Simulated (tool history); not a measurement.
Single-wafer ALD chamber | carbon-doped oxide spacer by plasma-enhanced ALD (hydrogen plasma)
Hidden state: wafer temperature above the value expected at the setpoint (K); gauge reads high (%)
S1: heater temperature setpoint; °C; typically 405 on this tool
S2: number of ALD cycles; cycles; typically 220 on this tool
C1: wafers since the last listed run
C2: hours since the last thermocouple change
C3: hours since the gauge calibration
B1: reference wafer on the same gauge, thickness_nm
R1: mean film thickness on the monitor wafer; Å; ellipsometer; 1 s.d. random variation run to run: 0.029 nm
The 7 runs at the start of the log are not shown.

run	day	S1	S2	C1	C2	C3	B1	R1
8	18.738	414	248	72	905.2	1208.8	9.987	105.35
9	20.379	414	248	51	944.6	1248.2	9.992	105.39
10	22.238	405	220	57	989.2	1292.8	9.975	95.7
# day 26.029: thermocouple changed; heater temperature recalibrated
11	26.558	405	220	124	12.7	1396.5	9.989	96.34
12	33.192	405	220	206	171.9	1555.7	9.986	96.58
13	37.375	397	220	130	272.3	1656.1	9.99	96.18
14	39.721	397	220	73	328.6	1712.4	9.991	96.41
15	41.275	405	236	48	365.9	1749.7	9.982	103.69
16	45.312	414	220	125	462.8	1846.6	9.998	94.97
# day 46.488: thermocouple changed; heater temperature recalibrated, repeated, since the last time left the tool worse
# day 46.588: gauge calibrated
17	47.112	405	220	45	15	12.6	9.984	94.92
18	51.146	420	220	125	111.8	109.4	9.969	90.58
19	52.825	413	178	52	152.1	149.7	9.989	75.21
20	56.754	399	248	122	246.4	244	10	108.83
21	59.154	419	180	74	304	301.6	9.986	74.67
22	60.925	405	220	55	346.5	344.1	9.969	95.08
23	64.571	419	245	113	434	431.6	9.983	102.23
24	67.079	405	220	78	494.2	491.8	9.986	95.47
25	68.746	405	205	51	534.2	531.8	9.99	88.85
26	70.333	395	241	49	572.3	569.9	9.983	105.6
27	73.542	393	234	99	649.3	646.9	9.991	102.77
28	75.071	398	260	47	686	683.6	9.971	114.42
29	78.45	405	253	105	767.1	764.7	9.998	110.63
30	81.025	418	260	80	828.9	826.5	10	109.3
31	83.412	412	220	74	886.2	883.8	9.981	94.51
32	86.667	414	246	101	964.3	961.9	9.995	104.77

Branching from run 32: 3 alternative next runs. What would each branch give?
A	86.696	391	220	0	965	962.6	?	?
B	86.696	413	220	0	965	962.6	?	?
C	86.696	405	191	0	965	962.6	?	?

run	B1	R1
A	9.983	96.27
B	9.983	93.46
C	9.983	83
What these runs would have given with no unlogged condition in the tool:
run	R1
A	96.27
B	92.68
C	82.32

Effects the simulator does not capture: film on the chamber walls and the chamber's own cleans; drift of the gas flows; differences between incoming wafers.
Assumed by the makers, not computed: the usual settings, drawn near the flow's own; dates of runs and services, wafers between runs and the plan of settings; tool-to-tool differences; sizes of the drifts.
